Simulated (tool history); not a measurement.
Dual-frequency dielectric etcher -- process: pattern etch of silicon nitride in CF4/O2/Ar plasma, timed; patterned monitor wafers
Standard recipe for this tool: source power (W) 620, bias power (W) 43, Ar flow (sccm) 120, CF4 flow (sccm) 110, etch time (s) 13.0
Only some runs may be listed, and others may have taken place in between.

| run | hour | source power (W) | bias power (W) | Ar flow (sccm) | CF4 flow (sccm) | etch time (s) | read-back reference wafer on the same gauge, depth_nm | mean etch depth across the wafer (nm) |
|---|---|---|---|---|---|---|---|---|
| 1 | 0.0 | 620 | 43 | 140 | 110 | 13.0 | 22.92 | 24.41 |
| 2 | 30.1 | 620 | 43 | 140 | 110 | 13.0 | 23.03 | 24.42 |
| 3 | 52.6 | 670 | 43 | 120 | 110 | 13.0 | 22.97 | 26.66 |
| 4 | 136.1 | 670 | 43 | 120 | 110 | 13.0 | 23.00 | 26.38 |
| 5 | 167.9 | 730 | 43 | 120 | 121 | 13.0 | 23.02 | 28.64 |
| 6 | 181.6 | 480 | 53 | 110 | 128 | 13.0 | 23.02 | 24.12 |
| 7 | 204.6 | 620 | 34 | 142 | 110 | 13.0 | 23.00 | 22.95 |
| 8 | 221.2 | 620 | 43 | 120 | 110 | 13.0 | 23.00 | 25.37 |
| 9 | 237.3 | 720 | 43 | 120 | 110 | 9.0 | 23.03 | 19.28 |
| 10 | 250.7 | 620 | 33 | 120 | 134 | 13.0 | 22.99 | 24.54 |
| 11 | 289.0 | 620 | 43 | 106 | 110 | 16.5 | 23.02 | 32.66 |
| 12 | 297.2 | 620 | 43 | 120 | 119 | 13.0 | 23.00 | 25.80 |
| 13 | 316.7 | 620 | 43 | 120 | 110 | 13.0 | 22.98 | 24.96 |
| 14 | 331.1 | 700 | 43 | 120 | 110 | 9.0 | 22.96 | 18.81 |
| 15 | 345.5 | 620 | 43 | 120 | 138 | 13.0 | 22.99 | 26.52 |
| 16 | 380.8 | 560 | 43 | 142 | 100 | 15.0 | 23.01 | 25.79 |
| 17 | 415.0 | 470 | 43 | 140 | 110 | 13.0 | 23.04 | 20.63 |
| 18 | 432.0 | 620 | 43 | 120 | 110 | 13.0 | 22.98 | 25.06 |
| 19 | 450.2 | 620 | 43 | 120 | 86 | 13.0 | 22.94 | 23.54 |
| 20 | 474.9 | 620 | 43 | 120 | 110 | 13.0 | 23.00 | 24.98 |
| 21 | 492.0 | 770 | 43 | 120 | 110 | 13.0 | 22.92 | 28.61 |

Withheld: 5 entries from between the runs. Position of each, and hidden state at the listed run before versus the listed run after:
Run 2 -> run 3: bias power generator calibrated (hour 37.9); Ar flow controller replaced (hour 52.1)
  both runs share identical hidden conditions
Run 3 -> run 4: CF4 flow controller replaced (hour 82.4)
  both runs share identical hidden conditions
Run 5 -> run 6: source power generator calibrated (hour 173.8)
  both runs share identical hidden conditions
Run 10 -> run 11: wet clean of the chamber (hour 288.5)
  both runs share identical hidden conditions
